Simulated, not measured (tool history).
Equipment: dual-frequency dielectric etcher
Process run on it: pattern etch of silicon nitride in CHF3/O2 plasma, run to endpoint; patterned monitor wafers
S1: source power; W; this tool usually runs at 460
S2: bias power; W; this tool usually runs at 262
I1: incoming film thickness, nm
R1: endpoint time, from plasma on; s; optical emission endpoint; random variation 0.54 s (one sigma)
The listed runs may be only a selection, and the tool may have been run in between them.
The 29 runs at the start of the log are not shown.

run 30 day=16.046 | S1=420 S2=314 | I1=93.7 | R1=59.2
run 31 day=16.533 | S1=550 S2=321 | I1=93.4 | R1=49.2
run 32 day=16.808 | S1=460 S2=297 | I1=94.7 | R1=58.8
run 33 day=17.417 | S1=460 S2=262 | I1=92.5 | R1=61.5
run 34 day=17.946 | S1=380 S2=313 | I1=93.6 | R1=62.4
run 35 day=18.425 | S1=340 S2=300 | I1=94.2 | R1=69.4
run 36 day=18.821 | S1=530 S2=237 | I1=93.3 | R1=60.8
run 37 day=19.100 | S1=420 S2=233 | I1=92.9 | R1=69.8

Branching from run 37: 3 alternative next runs. What would each branch give?
run A day=19.117 | S1=420 S2=262 | I1=93.5 | R1=?
run B day=19.117 | S1=350 S2=243 | I1=93.5 | R1=?
run C day=19.117 | S1=510 S2=318 | I1=93.5 | R1=?

run=A R1=66.0
run=B R1=77.7
run=C R1=53.1
Stripped of hidden state, with their random variation kept, the same runs would have yielded:
run=A R1=66.0
run=B R1=77.7
run=C R1=53.1
